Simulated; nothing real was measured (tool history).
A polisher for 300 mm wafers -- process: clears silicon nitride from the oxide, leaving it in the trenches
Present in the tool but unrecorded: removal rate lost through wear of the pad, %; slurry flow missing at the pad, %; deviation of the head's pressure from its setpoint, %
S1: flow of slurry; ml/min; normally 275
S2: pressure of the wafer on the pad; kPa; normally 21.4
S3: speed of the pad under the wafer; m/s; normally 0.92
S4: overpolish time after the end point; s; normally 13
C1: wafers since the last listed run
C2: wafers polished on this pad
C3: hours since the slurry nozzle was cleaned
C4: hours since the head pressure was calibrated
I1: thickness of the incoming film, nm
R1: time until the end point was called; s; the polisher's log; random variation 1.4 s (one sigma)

{"run": 1, "hour": 0.0, "S1": 275, "S2": 21.4, "S3": 0.92, "S4": 17, "C1": 0, "C2": 2848, "C3": 68.7, "C4": 172.6, "I1": 70.3, "R1": 95.7}
{"hour": 24.4, "done": "worn pad replaced by a new one"}
{"run": 2, "hour": 54.1, "S1": 275, "S2": 21.4, "S3": 0.72, "S4": 8, "C1": 663, "C2": 393, "C3": 122.8, "C4": 226.7, "I1": 69.0, "R1": 109.4}
{"run": 3, "hour": 113.7, "S1": 275, "S2": 21.4, "S3": 0.72, "S4": 8, "C1": 789, "C2": 1183, "C3": 182.4, "C4": 286.3, "I1": 71.1, "R1": 121.4}
{"run": 4, "hour": 145.0, "S1": 275, "S2": 21.4, "S3": 0.72, "S4": 8, "C1": 414, "C2": 1597, "C3": 213.7, "C4": 317.6, "I1": 70.8, "R1": 123.9}
{"hour": 157.0, "done": "slurry nozzle cleaned"}
{"run": 5, "hour": 210.6, "S1": 350, "S2": 21.4, "S3": 0.92, "S4": 13, "C1": 855, "C2": 2453, "C3": 53.6, "C4": 383.2, "I1": 70.5, "R1": 94.4}
{"hour": 226.8, "done": "worn pad replaced by a new one"}
{"run": 6, "hour": 261.8, "S1": 240, "S2": 21.4, "S3": 0.92, "S4": 13, "C1": 625, "C2": 464, "C3": 104.8, "C4": 434.4, "I1": 71.0, "R1": 97.1}
{"run": 7, "hour": 324.9, "S1": 275, "S2": 21.4, "S3": 1.14, "S4": 13, "C1": 835, "C2": 1300, "C3": 167.9, "C4": 497.5, "I1": 70.4, "R1": 86.0}
{"hour": 330.7, "done": "head pressure recalibrated"}
{"run": 8, "hour": 383.8, "S1": 275, "S2": 21.4, "S3": 1.14, "S4": 13, "C1": 753, "C2": 2054, "C3": 226.8, "C4": 53.1, "I1": 70.4, "R1": 91.6}
{"hour": 402.7, "done": "slurry nozzle cleaned"}
{"hour": 417.9, "done": "worn pad replaced by a new one"}
{"run": 9, "hour": 447.4, "S1": 275, "S2": 21.4, "S3": 1.12, "S4": 13, "C1": 776, "C2": 391, "C3": 44.7, "C4": 116.7, "I1": 69.4, "R1": 73.3}
{"run": 10, "hour": 480.8, "S1": 275, "S2": 21.4, "S3": 0.72, "S4": 8, "C1": 442, "C2": 833, "C3": 78.1, "C4": 150.1, "I1": 70.6, "R1": 112.0}
{"run": 11, "hour": 528.1, "S1": 370, "S2": 16.5, "S3": 0.92, "S4": 13, "C1": 626, "C2": 1460, "C3": 125.4, "C4": 197.4, "I1": 69.9, "R1": 106.6}
{"hour": 600.3, "done": "worn pad replaced by a new one"}
{"run": 12, "hour": 600.8, "S1": 245, "S2": 13.8, "S3": 0.92, "S4": 13, "C1": 910, "C2": 6, "C3": 198.1, "C4": 270.1, "I1": 71.3, "R1": 122.6}
{"hour": 614.4, "done": "slurry nozzle cleaned"}
{"run": 13, "hour": 642.3, "S1": 250, "S2": 28.3, "S3": 1.06, "S4": 19, "C1": 536, "C2": 543, "C3": 27.9, "C4": 311.6, "I1": 70.2, "R1": 68.3}
{"run": 14, "hour": 699.7, "S1": 275, "S2": 21.4, "S3": 0.92, "S4": 10, "C1": 760, "C2": 1303, "C3": 85.3, "C4": 369.0, "I1": 70.6, "R1": 99.7}
{"run": 15, "hour": 742.3, "S1": 275, "S2": 23.4, "S3": 0.92, "S4": 10, "C1": 564, "C2": 1868, "C3": 127.9, "C4": 411.6, "I1": 69.9, "R1": 92.9}
{"hour": 808.1, "done": "worn pad replaced by a new one"}
{"run": 16, "hour": 808.6, "S1": 275, "S2": 29.0, "S3": 0.92, "S4": 6, "C1": 825, "C2": 6, "C3": 194.2, "C4": 477.9, "I1": 69.9, "R1": 76.4}
{"hour": 828.6, "done": "head pressure recalibrated"}
{"hour": 838.1, "done": "slurry nozzle cleaned"}
{"run": 17, "hour": 872.2, "S1": 180, "S2": 21.4, "S3": 0.92, "S4": 13, "C1": 802, "C2": 809, "C3": 34.1, "C4": 43.6, "I1": 69.2, "R1": 96.3}
{"hour": 1040.6, "done": "worn pad replaced by a new one"}
{"run": 18, "hour": 1068.3, "S1": 275, "S2": 21.4, "S3": 0.92, "S4": 13, "C1": 2545, "C2": 366, "C3": 230.2, "C4": 239.7, "I1": 70.5, "R1": 98.5}

4 ways to go on from here, each from the tool as it stands after run 18. What would each give?
{"run": "A", "hour": 1068.7, "S1": 275, "S2": 15.2, "S3": 0.92, "S4": 13, "C1": 5, "C2": 371, "C3": 230.6, "C4": 240.1, "I1": 69.8, "R1": "?"}
{"run": "B", "hour": 1068.7, "S1": 200, "S2": 21.4, "S3": 0.92, "S4": 16, "C1": 5, "C2": 371, "C3": 230.6, "C4": 240.1, "I1": 69.8, "R1": "?"}
{"run": "C", "hour": 1068.7, "S1": 250, "S2": 21.4, "S3": 0.92, "S4": 20, "C1": 5, "C2": 371, "C3": 230.6, "C4": 240.1, "I1": 69.8, "R1": "?"}
{"run": "D", "hour": 1068.7, "S1": 275, "S2": 21.4, "S3": 1.08, "S4": 13, "C1": 5, "C2": 371, "C3": 230.6, "C4": 240.1, "I1": 69.8, "R1": "?"}

run=A R1=120.1
run=B R1=104.9
run=C R1=99.3
run=D R1=85.5
With the hidden condition removed and each run's random variation left untouched, the same runs would have given:
run=A R1=106.1
run=B R1=89.7
run=C R1=87.0
run=D R1=75.6

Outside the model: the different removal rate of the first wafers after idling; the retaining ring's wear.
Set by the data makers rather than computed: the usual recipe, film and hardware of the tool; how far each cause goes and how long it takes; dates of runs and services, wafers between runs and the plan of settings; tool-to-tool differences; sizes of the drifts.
